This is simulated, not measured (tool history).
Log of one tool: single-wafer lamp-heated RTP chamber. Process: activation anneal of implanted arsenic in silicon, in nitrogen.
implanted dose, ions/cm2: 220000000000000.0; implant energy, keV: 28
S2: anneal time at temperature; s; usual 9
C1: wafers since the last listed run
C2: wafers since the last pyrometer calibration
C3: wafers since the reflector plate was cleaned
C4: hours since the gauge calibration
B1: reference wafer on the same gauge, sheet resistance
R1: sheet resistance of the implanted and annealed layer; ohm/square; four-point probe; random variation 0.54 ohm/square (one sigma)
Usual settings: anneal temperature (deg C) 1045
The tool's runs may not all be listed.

run 1 day=0 | anneal_temperature_(deg_C)=1022 S2=9 | C1=0 C2=1716 C3=1716 C4=322 | B1=328.95 | R1=365.23
run 2 day=0.825 | anneal_temperature_(deg_C)=1045 S2=9 | C1=588 C2=2305 C3=2305 C4=341.8 | B1=328.99 | R1=363.07
run 3 day=1.683 | anneal_temperature_(deg_C)=1045 S2=6 | C1=612 C2=2917 C3=2917 C4=362.4 | B1=328.93 | R1=364.38
run 4 day=2.308 | anneal_temperature_(deg_C)=1028 S2=12 | C1=445 C2=3363 C3=3363 C4=377.4 | B1=329.07 | R1=362.76
run 5 day=5.633 | anneal_temperature_(deg_C)=1028 S2=12 | C1=2372 C2=5736 C3=5736 C4=457.2 | B1=328.99 | R1=362.97
run 6 day=6.229 | anneal_temperature_(deg_C)=1028 S2=12 | C1=425 C2=6161 C3=6161 C4=471.5 | B1=328.85 | R1=362.75
run 7 day=7.588 | anneal_temperature_(deg_C)=1045 S2=9 | C1=969 C2=7130 C3=7130 C4=504.1 | B1=329.09 | R1=363.76
run 8 day=8.808 | anneal_temperature_(deg_C)=1059 S2=9 | C1=871 C2=8001 C3=8001 C4=533.4 | B1=328.88 | R1=362.53
-- day=9.183 pyrometer window cleaned and pyrometer calibrated
run 9 day=12.033 | anneal_temperature_(deg_C)=1059 S2=9 | C1=2063 C2=2032 C3=10064 C4=610.8 | B1=329.04 | R1=361.62
-- day=12.667 reflector plate cleaned
run 10 day=12.688 | anneal_temperature_(deg_C)=1059 S2=9 | C1=228 C2=2261 C3=14 C4=626.5 | B1=328.91 | R1=362.24
run 11 day=14.071 | anneal_temperature_(deg_C)=1045 S2=9 | C1=986 C2=3248 C3=1001 C4=659.7 | B1=329.08 | R1=362.98
-- day=14.754 gauge calibrated
run 12 day=15.467 | anneal_temperature_(deg_C)=1060 S2=9 | C1=995 C2=4243 C3=1997 C4=17.1 | B1=328.93 | R1=362.06
run 13 day=16.633 | anneal_temperature_(deg_C)=1031 S2=8 | C1=832 C2=5076 C3=2829 C4=45.1 | B1=328.99 | R1=363.81
run 14 day=17.158 | anneal_temperature_(deg_C)=1065 S2=12 | C1=374 C2=5450 C3=3204 C4=57.7 | B1=328.99 | R1=359.97
run 15 day=17.692 | anneal_temperature_(deg_C)=1017 S2=9 | C1=380 C2=5831 C3=3584 C4=70.5 | B1=329.03 | R1=364.25
run 16 day=19.075 | anneal_temperature_(deg_C)=1029 S2=9 | C1=986 C2=6818 C3=4571 C4=103.7 | B1=329.05 | R1=364.28
run 17 day=19.696 | anneal_temperature_(deg_C)=1072 S2=9 | C1=442 C2=7261 C3=5014 C4=118.6 | B1=329.02 | R1=360.51
run 18 day=20.308 | anneal_temperature_(deg_C)=1021 S2=8 | C1=436 C2=7698 C3=5451 C4=133.3 | B1=329.15 | R1=365.54
run 19 day=20.983 | anneal_temperature_(deg_C)=1062 S2=7 | C1=481 C2=8179 C3=5933 C4=149.5 | B1=329.08 | R1=363.19
-- day=22.025 pyrometer window cleaned and pyrometer calibrated
run 20 day=22.458 | anneal_temperature_(deg_C)=1045 S2=9 | C1=814 C2=307 C3=6747 C4=184.9 | B1=329.1 | R1=362.95
run 21 day=23.1 | anneal_temperature_(deg_C)=1045 S2=9 | C1=457 C2=765 C3=7205 C4=200.3 | B1=328.95 | R1=362.54
run 22 day=24.175 | anneal_temperature_(deg_C)=1072 S2=6 | C1=766 C2=1532 C3=7972 C4=226.1 | B1=329.05 | R1=362.19
-- day=24.725 reflector plate cleaned
run 23 day=25.471 | anneal_temperature_(deg_C)=1037 S2=6 | C1=686 C2=2219 C3=531 C4=257.2 | B1=329 | R1=364.69
run 24 day=26.629 | anneal_temperature_(deg_C)=1059 S2=13 | C1=826 C2=3045 C3=1358 C4=285 | B1=328.89 | R1=360.45
run 25 day=27.479 | anneal_temperature_(deg_C)=1058 S2=9 | C1=606 C2=3652 C3=1964 C4=305.4 | B1=328.85 | R1=362.22
run 26 day=31.45 | anneal_temperature_(deg_C)=1063 S2=13 | C1=2833 C2=6485 C3=4797 C4=400.7 | B1=329.04 | R1=359.42
run 27 day=32.758 | anneal_temperature_(deg_C)=1045 S2=9 | C1=933 C2=7418 C3=5730 C4=432.1 | B1=329.21 | R1=363.42
-- day=33.879 pyrometer window cleaned and pyrometer calibrated
run 28 day=33.9 | anneal_temperature_(deg_C)=1045 S2=4 | C1=576 C2=13 C3=6307 C4=459.5 | B1=329.06 | R1=365.63
run 29 day=35.362 | anneal_temperature_(deg_C)=1058 S2=11 | C1=1043 C2=1056 C3=7351 C4=494.6 | B1=329.02 | R1=360.15
run 30 day=35.979 | anneal_temperature_(deg_C)=1059 S2=9 | C1=439 C2=1496 C3=7791 C4=509.4 | B1=329.05 | R1=362.09
run 31 day=36.708 | anneal_temperature_(deg_C)=1045 S2=9 | C1=520 C2=2017 C3=8311 C4=526.9 | B1=328.9 | R1=362.6
run 32 day=37.883 | anneal_temperature_(deg_C)=1045 S2=5 | C1=838 C2=2855 C3=9149 C4=555.1 | B1=329.03 | R1=365.99
run 33 day=39.25 | anneal_temperature_(deg_C)=1032 S2=11 | C1=975 C2=3830 C3=10124 C4=587.9 | B1=329.21 | R1=363.25
run 34 day=40.138 | anneal_temperature_(deg_C)=1045 S2=9 | C1=633 C2=4463 C3=10757 C4=609.2 | B1=328.99 | R1=363.17
-- day=40.675 reflector plate cleaned
run 35 day=41.158 | anneal_temperature_(deg_C)=1045 S2=7 | C1=490 C2=4954 C3=344 C4=633.7 | B1=329.08 | R1=363.03
run 36 day=41.938 | anneal_temperature_(deg_C)=1016 S2=4 | C1=555 C2=5510 C3=900 C4=652.4 | B1=329.15 | R1=366.77

5 ways to go on from here, each from the tool as it stands after run 36. What would each give?
run A day=41.954 | anneal_temperature_(deg_C)=1057 S2=9 | C1=11 C2=5521 C3=912 C4=652.8 | B1=? | R1=?
run B day=41.954 | anneal_temperature_(deg_C)=1066 S2=13 | C1=11 C2=5521 C3=912 C4=652.8 | B1=? | R1=?
run C day=41.954 | anneal_temperature_(deg_C)=1053 S2=9 | C1=11 C2=5521 C3=912 C4=652.8 | B1=? | R1=?
run D day=41.954 | anneal_temperature_(deg_C)=1053 S2=12 | C1=11 C2=5521 C3=912 C4=652.8 | B1=? | R1=?
run E day=41.954 | anneal_temperature_(deg_C)=1023 S2=11 | C1=11 C2=5521 C3=912 C4=652.8 | B1=? | R1=?

run=A B1=329.14 R1=361.93
run=B B1=329.14 R1=359.26
run=C B1=329.14 R1=362.28
run=D B1=329.14 R1=361.01
run=E B1=329.14 R1=363.89
Without the tool's hidden state the same runs would have given:
run=A R1=361.93
run=B R1=359.26
run=C R1=362.28
run=D R1=361.01
run=E R1=363.89
